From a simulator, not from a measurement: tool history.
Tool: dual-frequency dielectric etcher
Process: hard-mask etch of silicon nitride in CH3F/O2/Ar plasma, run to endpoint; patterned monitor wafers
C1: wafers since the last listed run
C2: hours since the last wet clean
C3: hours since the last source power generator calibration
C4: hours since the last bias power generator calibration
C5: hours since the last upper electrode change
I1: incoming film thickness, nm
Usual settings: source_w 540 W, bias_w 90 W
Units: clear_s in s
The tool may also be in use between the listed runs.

Run 1, day 0.000: usual settings but source_w 590 W; C1 0; C2 291.0; C3 2270.4; C4 3806.1; C5 5092.4; I1 40.69. Result: clear_s 50.5 s.
Run 2, day 4.446: usual settings but bias_w 103 W; C1 1593; C2 397.7; C3 2377.1; C4 3912.8; C5 5199.1; I1 40.78. Result: clear_s 48.8 s.
Run 3, day 6.775: usual settings but bias_w 103 W; C1 834; C2 453.6; C3 2433.0; C4 3968.7; C5 5255.0; I1 40.51. Result: clear_s 48.7 s.
At day 8.346: wet clean of the chamber.
Run 4, day 9.129: usual settings but source_w 600 W; C1 485; C2 18.8; C3 2489.5; C4 4025.2; C5 5311.5; I1 40.91. Result: clear_s 50.2 s.
Run 5, day 12.062: usual settings but source_w 600 W; C1 1051; C2 89.2; C3 2559.9; C4 4095.6; C5 5381.9; I1 40.56. Result: clear_s 49.9 s.
Run 6, day 14.329: usual settings but source_w 470 W; C1 812; C2 143.6; C3 2614.3; C4 4150.0; C5 5436.3; I1 40.43. Result: clear_s 52.1 s.
Run 7, day 16.738: usual settings but bias_w 78 W; C1 863; C2 201.4; C3 2672.1; C4 4207.8; C5 5494.1; I1 40.83. Result: clear_s 54.4 s.
Run 8, day 20.333: usual settings; C1 1288; C2 287.7; C3 2758.4; C4 4294.1; C5 5580.4; I1 40.14. Result: clear_s 50.8 s.
At day 20.800: source power generator calibrated.
Run 9, day 22.617: usual settings; C1 758; C2 342.5; C3 43.6; C4 4348.9; C5 5635.2; I1 40.73. Result: clear_s 51.2 s.
Run 10, day 26.004: usual settings; C1 1213; C2 423.8; C3 124.9; C4 4430.2; C5 5716.5; I1 40.63. Result: clear_s 51.7 s.
Run 11, day 28.075: usual settings but source_w 630 W, bias_w 98 W; C1 742; C2 473.5; C3 174.6; C4 4479.9; C5 5766.2; I1 40.35. Result: clear_s 48.2 s.
At day 29.104: bias power generator calibrated.
At day 29.125: upper electrode replaced.
Run 12, day 31.646: usual settings but source_w 490 W, bias_w 82 W; C1 1212; C2 559.2; C3 260.3; C4 61.0; C5 60.5; I1 40.90. Result: clear_s 55.5 s.
Run 13, day 33.371: usual settings but source_w 420 W, bias_w 108 W; C1 618; C2 600.6; C3 301.7; C4 102.4; C5 101.9; I1 40.92. Result: clear_s 50.8 s.
At day 35.004: wet clean of the chamber.
Run 14, day 37.175: usual settings but source_w 420 W, bias_w 82 W; C1 1004; C2 52.1; C3 393.0; C4 193.7; C5 193.2; I1 40.83. Result: clear_s 55.5 s.
Run 15, day 39.217: usual settings; C1 731; C2 101.1; C3 442.0; C4 242.7; C5 242.2; I1 40.77. Result: clear_s 51.3 s.
Run 16, day 41.529: usual settings but bias_w 80 W; C1 828; C2 156.6; C3 497.5; C4 298.2; C5 297.7; I1 40.50. Result: clear_s 53.8 s.
Run 17, day 45.229: usual settings but source_w 590 W, bias_w 84 W; C1 1325; C2 245.4; C3 586.3; C4 387.0; C5 386.5; I1 40.49. Result: clear_s 51.6 s.
Run 18, day 46.938: usual settings; C1 612; C2 286.4; C3 627.3; C4 428.0; C5 427.5; I1 40.26. Result: clear_s 51.0 s.
Run 19, day 50.004: usual settings but source_w 470 W, bias_w 84 W; C1 1098; C2 360.0; C3 700.9; C4 501.6; C5 501.1; I1 40.44. Result: clear_s 54.2 s.
Run 20, day 53.912: usual settings but bias_w 107 W; C1 1400; C2 453.8; C3 794.7; C4 595.4; C5 594.9; I1 40.81. Result: clear_s 48.3 s.

3 ways to go on from here, each from the tool as it stands after run 20. What would each give?
Run A, day 53.929: usual settings; C1 5; C2 454.2; C3 795.1; C4 595.8; C5 595.3; I1 40.10. Result: clear_s ?.
Run B, day 53.929: usual settings but source_w 430 W, bias_w 101 W; C1 5; C2 454.2; C3 795.1; C4 595.8; C5 595.3; I1 40.10. Result: clear_s ?.
Run C, day 53.929: usual settings but source_w 490 W, bias_w 104 W; C1 5; C2 454.2; C3 795.1; C4 595.8; C5 595.3; I1 40.10. Result: clear_s ?.

run  clear_s
  A     51.3
  B     51.0
  C     49.2
Without the tool's hidden state the same runs would have given:
run  clear_s
  A     50.4
  B     50.1
  C     48.4
